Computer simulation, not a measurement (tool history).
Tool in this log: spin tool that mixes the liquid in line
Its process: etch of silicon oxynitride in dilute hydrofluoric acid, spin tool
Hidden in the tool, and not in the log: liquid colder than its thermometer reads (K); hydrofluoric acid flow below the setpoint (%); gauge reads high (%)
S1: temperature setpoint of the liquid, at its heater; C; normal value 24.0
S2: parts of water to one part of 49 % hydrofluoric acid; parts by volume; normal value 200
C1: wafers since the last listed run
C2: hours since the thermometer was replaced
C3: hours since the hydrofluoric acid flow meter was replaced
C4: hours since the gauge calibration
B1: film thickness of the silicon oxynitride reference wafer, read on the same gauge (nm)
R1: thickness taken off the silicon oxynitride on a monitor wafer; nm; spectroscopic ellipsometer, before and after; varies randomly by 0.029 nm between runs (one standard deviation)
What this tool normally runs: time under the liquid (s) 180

{"run": 1, "hour": 0.0, "S1": 26.5, "S2": 200, "time under the liquid (s)": 240, "C1": 0, "C2": 1049.1, "C3": 880.1, "C4": 631.8, "B1": 102.641, "R1": 5.988}
{"run": 2, "hour": 59.7, "S1": 26.5, "S2": 200, "time under the liquid (s)": 240, "C1": 440, "C2": 1108.8, "C3": 939.8, "C4": 691.5, "B1": 103.038, "R1": 6.098}
{"run": 3, "hour": 113.9, "S1": 26.5, "S2": 200, "time under the liquid (s)": 240, "C1": 400, "C2": 1163.0, "C3": 994.0, "C4": 745.7, "B1": 103.372, "R1": 6.152}
{"run": 4, "hour": 161.9, "S1": 24.0, "S2": 200, "time under the liquid (s)": 180, "C1": 354, "C2": 1211.0, "C3": 1042.0, "C4": 793.7, "B1": 103.723, "R1": 4.143}
{"run": 5, "hour": 186.9, "S1": 24.0, "S2": 235, "time under the liquid (s)": 180, "C1": 184, "C2": 1236.0, "C3": 1067.0, "C4": 818.7, "B1": 103.894, "R1": 3.409}
{"hour": 244.0, "done": "gauge calibrated"}
{"run": 6, "hour": 251.4, "S1": 24.0, "S2": 235, "time under the liquid (s)": 180, "C1": 476, "C2": 1300.5, "C3": 1131.5, "C4": 7.4, "B1": 99.807, "R1": 3.283}
{"run": 7, "hour": 291.6, "S1": 24.0, "S2": 200, "time under the liquid (s)": 105, "C1": 296, "C2": 1340.7, "C3": 1171.7, "C4": 47.6, "B1": 99.799, "R1": 2.317}
{"run": 8, "hour": 361.1, "S1": 24.0, "S2": 200, "time under the liquid (s)": 180, "C1": 513, "C2": 1410.2, "C3": 1241.2, "C4": 117.1, "B1": 99.863, "R1": 3.922}
{"run": 9, "hour": 405.5, "S1": 24.0, "S2": 200, "time under the liquid (s)": 180, "C1": 327, "C2": 1454.6, "C3": 1285.6, "C4": 161.5, "B1": 99.889, "R1": 3.944}
{"run": 10, "hour": 440.7, "S1": 24.0, "S2": 200, "time under the liquid (s)": 180, "C1": 260, "C2": 1489.8, "C3": 1320.8, "C4": 196.7, "B1": 99.957, "R1": 3.946}
{"run": 11, "hour": 480.6, "S1": 24.0, "S2": 270, "time under the liquid (s)": 215, "C1": 294, "C2": 1529.7, "C3": 1360.7, "C4": 236.6, "B1": 100.044, "R1": 3.328}
{"run": 12, "hour": 533.1, "S1": 24.0, "S2": 270, "time under the liquid (s)": 215, "C1": 387, "C2": 1582.2, "C3": 1413.2, "C4": 289.1, "B1": 100.155, "R1": 3.378}
{"run": 13, "hour": 561.7, "S1": 24.0, "S2": 270, "time under the liquid (s)": 215, "C1": 211, "C2": 1610.8, "C3": 1441.8, "C4": 317.7, "B1": 100.243, "R1": 3.321}
{"run": 14, "hour": 626.8, "S1": 24.0, "S2": 200, "time under the liquid (s)": 180, "C1": 480, "C2": 1675.9, "C3": 1506.9, "C4": 382.8, "B1": 100.42, "R1": 3.967}
{"run": 15, "hour": 661.4, "S1": 24.0, "S2": 200, "time under the liquid (s)": 180, "C1": 255, "C2": 1710.5, "C3": 1541.5, "C4": 417.4, "B1": 100.568, "R1": 4.022}
{"run": 16, "hour": 706.8, "S1": 24.0, "S2": 270, "time under the liquid (s)": 215, "C1": 335, "C2": 1755.9, "C3": 1586.9, "C4": 462.8, "B1": 100.75, "R1": 3.36}
{"run": 17, "hour": 766.6, "S1": 21.5, "S2": 200, "time under the liquid (s)": 145, "C1": 441, "C2": 1815.7, "C3": 1646.7, "C4": 522.6, "B1": 101.028, "R1": 2.887}
{"run": 18, "hour": 792.6, "S1": 24.0, "S2": 200, "time under the liquid (s)": 85, "C1": 192, "C2": 1841.7, "C3": 1672.7, "C4": 548.6, "B1": 101.153, "R1": 1.889}
{"run": 19, "hour": 843.0, "S1": 22.0, "S2": 115, "time under the liquid (s)": 150, "C1": 372, "C2": 1892.1, "C3": 1723.1, "C4": 599.0, "B1": 101.407, "R1": 5.704}
{"run": 20, "hour": 898.8, "S1": 24.0, "S2": 200, "time under the liquid (s)": 180, "C1": 412, "C2": 1947.9, "C3": 1778.9, "C4": 654.8, "B1": 101.73, "R1": 4.035}
{"run": 21, "hour": 963.6, "S1": 21.5, "S2": 200, "time under the liquid (s)": 75, "C1": 478, "C2": 2012.7, "C3": 1843.7, "C4": 719.6, "B1": 102.138, "R1": 1.503}
{"hour": 985.2, "done": "thermometer replaced"}
{"run": 22, "hour": 1023.6, "S1": 24.0, "S2": 245, "time under the liquid (s)": 100, "C1": 435, "C2": 38.4, "C3": 1903.7, "C4": 779.6, "B1": 102.54, "R1": 1.769}
{"run": 23, "hour": 1068.5, "S1": 21.5, "S2": 200, "time under the liquid (s)": 180, "C1": 331, "C2": 83.3, "C3": 1948.6, "C4": 824.5, "B1": 102.873, "R1": 3.647}
{"hour": 1071.0, "done": "hydrofluoric acid flow meter replaced"}
{"hour": 1129.9, "done": "gauge calibrated"}
{"run": 24, "hour": 1210.7, "S1": 22.0, "S2": 115, "time under the liquid (s)": 230, "C1": 1042, "C2": 225.5, "C3": 139.7, "C4": 80.8, "B1": 100.56, "R1": 8.578}
{"run": 25, "hour": 1268.0, "S1": 26.5, "S2": 200, "time under the liquid (s)": 245, "C1": 423, "C2": 282.8, "C3": 197.0, "C4": 138.1, "B1": 100.61, "R1": 5.976}
{"run": 26, "hour": 1295.4, "S1": 24.0, "S2": 200, "time under the liquid (s)": 180, "C1": 202, "C2": 310.2, "C3": 224.4, "C4": 165.5, "B1": 100.634, "R1": 4.009}
{"run": 27, "hour": 1366.0, "S1": 24.0, "S2": 200, "time under the liquid (s)": 180, "C1": 521, "C2": 380.8, "C3": 295.0, "C4": 236.1, "B1": 100.739, "R1": 3.987}
{"run": 28, "hour": 1404.5, "S1": 21.5, "S2": 140, "time under the liquid (s)": 180, "C1": 284, "C2": 419.3, "C3": 333.5, "C4": 274.6, "B1": 100.854, "R1": 5.347}
{"run": 29, "hour": 1468.3, "S1": 24.0, "S2": 235, "time under the liquid (s)": 180, "C1": 471, "C2": 483.1, "C3": 397.3, "C4": 338.4, "B1": 101.036, "R1": 3.361}
{"run": 30, "hour": 1501.4, "S1": 24.0, "S2": 200, "time under the liquid (s)": 180, "C1": 244, "C2": 516.2, "C3": 430.4, "C4": 371.5, "B1": 101.158, "R1": 4.011}

Entry by entry between the runs, the difference in hidden state between the last listed run before and the first listed run after:
Between runs 5 and 6: gauge calibrated (hour 244.0)
  gauge reads high (%): 3.88 -> -0.213
  difference, measured minus the result without the unlogged condition, R1: +0.127 -> -0.007 nm
Between runs 21 and 22: thermometer replaced (hour 985.2)
  gauge reads high (%): 2.14 -> 2.55
  difference, measured minus the result without the unlogged condition, R1: +0.032 -> +0.044 nm
Between runs 23 and 24: hydrofluoric acid flow meter replaced (hour 1071.0); gauge calibrated (hour 1129.9)
  gauge reads high (%): 2.88 -> 0.552
  difference, measured minus the result without the unlogged condition, R1: +0.102 -> +0.047 nm

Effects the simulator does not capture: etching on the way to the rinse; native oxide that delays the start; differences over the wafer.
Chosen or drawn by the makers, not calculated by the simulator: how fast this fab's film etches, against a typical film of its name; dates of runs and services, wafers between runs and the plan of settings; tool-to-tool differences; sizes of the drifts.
